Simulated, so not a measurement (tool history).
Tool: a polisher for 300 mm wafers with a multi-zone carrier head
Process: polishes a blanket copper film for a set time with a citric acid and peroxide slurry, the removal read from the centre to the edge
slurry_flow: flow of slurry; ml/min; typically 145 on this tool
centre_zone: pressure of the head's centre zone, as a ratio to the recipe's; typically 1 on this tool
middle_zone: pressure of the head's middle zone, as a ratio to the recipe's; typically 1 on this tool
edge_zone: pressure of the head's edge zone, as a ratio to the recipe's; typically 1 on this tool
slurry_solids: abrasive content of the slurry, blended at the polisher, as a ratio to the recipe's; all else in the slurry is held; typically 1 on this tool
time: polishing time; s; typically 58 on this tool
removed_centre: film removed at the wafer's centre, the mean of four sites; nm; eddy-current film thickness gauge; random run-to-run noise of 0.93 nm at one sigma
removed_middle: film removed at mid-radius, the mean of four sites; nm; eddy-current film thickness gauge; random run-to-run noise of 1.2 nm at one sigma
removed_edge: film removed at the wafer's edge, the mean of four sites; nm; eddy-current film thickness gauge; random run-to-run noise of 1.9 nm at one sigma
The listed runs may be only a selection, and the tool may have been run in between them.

| run | hour | slurry_flow | centre_zone | middle_zone | edge_zone | slurry_solids | time | wafers since the last listed run | wafers polished on this pad | hours since the slurry nozzle was cleaned | hours since the centre zone pressure was calibrated | hours since the edge zone pressure was calibrated | hours since the carrier head's membrane was replaced | incoming thickness of the incoming film, nm | removed_centre | removed_middle | removed_edge |
|---|---|---|---|---|---|---|---|---|---|---|---|---|---|---|---|---|---|
| 1 | 0 | 145 | 1 | 1 | 1 | 1 | 58 | 0 | 357 | 204.6 | 213.8 | 143.5 | 902.2 | 1014.2 | 130.8 | 131.4 | 133.7 |
| 2 | 48.2 | 145 | 1 | 1 | 1 | 1 | 58 | 354 | 712 | 252.8 | 262 | 191.7 | 950.4 | 1028.3 | 131.3 | 131.6 | 133.6 |
| 3 | 113.9 | 145 | 1 | 1 | 1 | 1 | 58 | 482 | 1194 | 318.5 | 327.7 | 257.4 | 1016.1 | 1016.6 | 130.2 | 130.5 | 130.7 |
|  | 118.2 | slurry nozzle cleaned |
| 4 | 162.3 | 145 | 1 | 1 | 1 | 1 | 58 | 348 | 1543 | 44.1 | 376.1 | 305.8 | 1064.5 | 1036 | 129.4 | 129.9 | 127.1 |
|  | 264.6 | worn pad replaced by a new one |
| 5 | 269.8 | 145 | 1 | 1 | 1 | 1 | 58 | 760 | 38 | 151.6 | 483.6 | 413.3 | 1172 | 1006.3 | 126.5 | 128.2 | 129.6 |
| 6 | 322.8 | 145 | 1 | 1 | 1 | 1 | 58 | 389 | 427 | 204.6 | 536.6 | 466.3 | 1225 | 1016.3 | 122.4 | 126.4 | 125.5 |
| 7 | 422.3 | 145 | 1 | 1 | 1 | 1 | 58 | 731 | 1158 | 304.1 | 636.1 | 565.8 | 1324.5 | 1006.1 | 122 | 123.7 | 122.8 |
|  | 432.5 | slurry nozzle cleaned |
|  | 475.3 | worn pad replaced by a new one, repeated, since the last time left the tool worse |
| 8 | 491.6 | 145 | 1 | 1 | 1 | 1 | 58 | 472 | 119 | 59.1 | 705.4 | 635.1 | 1393.8 | 1024 | 132.5 | 135 | 135.1 |
|  | 509.1 | centre zone pressure recalibrated |
|  | 519.3 | carrier head's membrane replaced by a new one |
| 9 | 565 | 145 | 1 | 1 | 1 | 1 | 58 | 487 | 607 | 132.5 | 55.9 | 708.5 | 45.7 | 1012.2 | 131.8 | 131.8 | 131.5 |
| 10 | 632.1 | 145 | 1.08 | 1 | 1 | 1 | 58 | 493 | 1100 | 199.6 | 123 | 775.6 | 112.8 | 1021.6 | 137 | 130.4 | 130 |
| 11 | 710.6 | 145 | 1 | 1 | 1 | 1 | 58 | 576 | 1677 | 278.1 | 201.5 | 854.1 | 191.3 | 1025.8 | 129.8 | 132.9 | 129.6 |
|  | 748.7 | slurry nozzle cleaned |
| 12 | 786 | 145 | 1 | 1 | 1 | 1 | 51 | 546 | 2223 | 37.3 | 276.9 | 929.5 | 266.7 | 1013.2 | 113.7 | 113.8 | 115.2 |
|  | 797.5 | worn pad replaced by a new one |
| 13 | 890 | 145 | 0.97 | 1.07 | 0.89 | 1 | 73 | 734 | 679 | 141.3 | 380.9 | 1033.5 | 370.7 | 1033.3 | 161.9 | 173 | 155.5 |
| 14 | 970.6 | 145 | 1 | 0.95 | 1 | 1.1 | 67 | 592 | 1272 | 221.9 | 461.5 | 1114.1 | 451.3 | 1018.2 | 152.7 | 145 | 154.8 |
|  | 1054.1 | edge zone pressure recalibrated |
| 15 | 1064.6 | 145 | 1.05 | 1 | 1 | 1 | 50 | 676 | 1948 | 315.9 | 555.5 | 10.5 | 545.3 | 1034.2 | 114.8 | 110 | 112.2 |
|  | 1074.2 | slurry nozzle cleaned |
|  | 1081.3 | worn pad replaced by a new one |
| 16 | 1106 | 145 | 1.09 | 1 | 1 | 1 | 58 | 267 | 181 | 31.8 | 596.9 | 51.9 | 586.7 | 1020.1 | 140.3 | 133.3 | 135.2 |
| 17 | 1168.6 | 145 | 1 | 1 | 1 | 1.25 | 58 | 459 | 641 | 94.4 | 659.5 | 114.5 | 649.3 | 1021.4 | 136 | 137.9 | 135.5 |
| 18 | 1213.3 | 145 | 1 | 0.89 | 1.04 | 1 | 58 | 328 | 970 | 139.1 | 704.2 | 159.2 | 694 | 1004 | 130.5 | 119.5 | 134.9 |
| 19 | 1251.7 | 160 | 1 | 1 | 1 | 1 | 70 | 282 | 1252 | 177.5 | 742.6 | 197.6 | 732.4 | 1019.7 | 158.8 | 157 | 162.5 |
|  | 1297.9 | centre zone pressure recalibrated |
| 20 | 1334.1 | 145 | 0.97 | 1.07 | 0.89 | 1 | 73 | 590 | 1843 | 259.9 | 36.2 | 280 | 814.8 | 1025.3 | 158.5 | 173 | 155.8 |
|  | 1350.7 | slurry nozzle cleaned |
|  | 1403.6 | worn pad replaced by a new one |
| 21 | 1420.6 | 115 | 1.09 | 1 | 1 | 1 | 58 | 598 | 124 | 69.9 | 122.7 | 366.5 | 901.3 | 999.5 | 134.1 | 126 | 127.2 |

Below are 4 alternative next runs, each starting from the tool's condition after run 21. Predict each:
| A | 1421 | 125 | 1 | 1 | 1 | 1 | 58 | 2 | 127 | 70.3 | 123.1 | 366.9 | 901.7 | 1031.1 | ? | ? | ? |
| B | 1421 | 160 | 1 | 1.06 | 1 | 0.75 | 73 | 2 | 127 | 70.3 | 123.1 | 366.9 | 901.7 | 1031.1 | ? | ? | ? |
| C | 1421 | 145 | 1 | 1 | 1 | 1 | 52 | 2 | 127 | 70.3 | 123.1 | 366.9 | 901.7 | 1031.1 | ? | ? | ? |
| D | 1421 | 190 | 1 | 1 | 1 | 0.75 | 58 | 2 | 127 | 70.3 | 123.1 | 366.9 | 901.7 | 1031.1 | ? | ? | ? |

| run | removed_centre | removed_middle | removed_edge |
|---|---|---|---|
| A | 127.5 | 129.4 | 129.9 |
| B | 159.9 | 168.9 | 159.8 |
| C | 117.7 | 119 | 118.6 |
| D | 130.6 | 131.4 | 129.4 |
Without the tool's hidden state the same runs would have given:
| run | removed_centre | removed_middle | removed_edge |
|---|---|---|---|
| A | 129 | 130.9 | 131.4 |
| B | 161.8 | 170.9 | 161.7 |
| C | 119.1 | 120.4 | 120 |
| D | 132.2 | 132.9 | 130.9 |

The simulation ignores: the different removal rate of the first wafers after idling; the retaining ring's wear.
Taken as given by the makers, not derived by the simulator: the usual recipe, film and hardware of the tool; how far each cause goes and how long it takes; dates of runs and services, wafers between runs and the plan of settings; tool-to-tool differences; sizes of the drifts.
